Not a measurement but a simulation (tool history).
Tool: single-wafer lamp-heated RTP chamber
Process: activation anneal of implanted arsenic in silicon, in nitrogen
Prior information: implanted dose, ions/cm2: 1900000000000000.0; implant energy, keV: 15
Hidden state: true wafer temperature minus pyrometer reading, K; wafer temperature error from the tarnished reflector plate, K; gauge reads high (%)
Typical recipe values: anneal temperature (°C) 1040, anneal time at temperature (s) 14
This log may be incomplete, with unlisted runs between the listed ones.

run   hour  anneal temperature (°C)  anneal time at temperature (s)  wafers since the last listed run  wafers since the last pyrometer calibration  wafers since the reflector plate was cleaned  hours since the gauge calibration  read-back reference wafer on the same gauge, sheet resistance  sheet resistance of the implanted and annealed layer (ohm/square)
  1      0                     1040                              16                                 0                                         2075                                          1179                              467.5                                                         113.85                                                              98.12
  2   44.7                     1040                              16                               693                                         2769                                          1873                              512.2                                                         113.99                                                              97.11
      82.1  -- pyrometer window cleaned and pyrometer calibrated
  3  106.4                     1040                              16                               832                                          376                                          2706                              573.9                                                         114.09                                                              98.32
  4    131                     1040                              14                               381                                          758                                          3087                              598.5                                                         114.09                                                             100.83
     150.5  -- reflector plate cleaned
  5  188.1                     1040                              14                               761                                         1519                                           583                              655.6                                                         113.97                                                             101.06
  6  232.9                     1040                              14                               694                                         2214                                          1278                              700.4                                                         114.03                                                             100.35
  7  300.6                     1040                              14                              1049                                         3264                                          2328                              768.1                                                         114.11                                                              98.59
     314.4  -- pyrometer window cleaned and pyrometer calibrated
  8  330.4                     1049                              14                               338                                          248                                          2666                              797.9                                                         113.92                                                              95.79
  9  371.1                     1049                              14                               631                                          879                                          3297                              838.6                                                         114.01                                                              95.94
     396.5  -- reflector plate cleaned
 10    397                     1049                              14                               277                                         1157                                             8                              864.5                                                         114.08                                                              97.16
 11    440                     1040                              14                               666                                         1824                                           675                              907.5                                                         113.98                                                             101.26
       523  -- pyrometer window cleaned and pyrometer calibrated
     540.3  -- gauge calibrated
 12  545.2                     1056                              14                              1507                                          344                                          2182                                4.9                                                         113.83                                                              92.42
 13  583.6                     1052                               8                               595                                          940                                          2778                               43.3                                                         113.98                                                             104.69
 14  643.3                     1040                              14                               925                                         1866                                          3704                                103                                                         113.93                                                              98.52
     657.3  -- reflector plate cleaned
 15  703.4                     1052                              21                               808                                         2674                                           714                              163.1                                                         114.16                                                              85.26
     747.9  -- pyrometer window cleaned and pyrometer calibrated
 16  751.1                     1040                              10                               615                                           49                                          1329                              210.8                                                         114.01                                                             108.88
 17  777.8                     1040                              14                               414                                          463                                          1744                              237.5                                                         113.97                                                             101.74
 18  840.5                     1012                              16                               972                                         1435                                          2716                              300.2                                                         114.11                                                             114.29
 19  869.3                     1057                              12                               446                                         1882                                          3163                                329                                                         114.11                                                              93.35
     884.1  -- reflector plate cleaned
 20    896                     1017                              17                               290                                         2172                                           184                              355.7                                                         114.04                                                             110.28
 21    938                     1040                              14                               651                                         2823                                           835                              397.7                                                         114.01                                                             100.11

Branching from run 21: 5 alternative next runs. What would each branch give?
  A  938.4                     1040                              14                                 6                                         2829                                           841                              398.1                                                              ?                                                                  ?
  B  938.4                     1027                              21                                 6                                         2829                                           841                              398.1                                                              ?                                                                  ?
  C  938.4                     1040                              20                                 6                                         2829                                           841                              398.1                                                              ?                                                                  ?
  D  938.4                     1040                              21                                 6                                         2829                                           841                              398.1                                                              ?                                                                  ?
  E  938.4                     1024                               9                                 6                                         2829                                           841                              398.1                                                              ?                                                                  ?

run  read-back reference wafer on the same gauge, sheet resistance  sheet resistance of the implanted and annealed layer (ohm/square)
  A                                                         113.84                                                             100.36
  B                                                         113.84                                                              99.08
  C                                                         113.84                                                              93.06
  D                                                         113.84                                                              92.09
  E                                                         113.84                                                             118.91
Had the tool no hidden state, the same runs would have come out as:
run  sheet resistance of the implanted and annealed layer (ohm/square)
  A                                                             102.76
  B                                                             101.56
  C                                                              95.34
  D                                                              94.34
  E                                                             121.52

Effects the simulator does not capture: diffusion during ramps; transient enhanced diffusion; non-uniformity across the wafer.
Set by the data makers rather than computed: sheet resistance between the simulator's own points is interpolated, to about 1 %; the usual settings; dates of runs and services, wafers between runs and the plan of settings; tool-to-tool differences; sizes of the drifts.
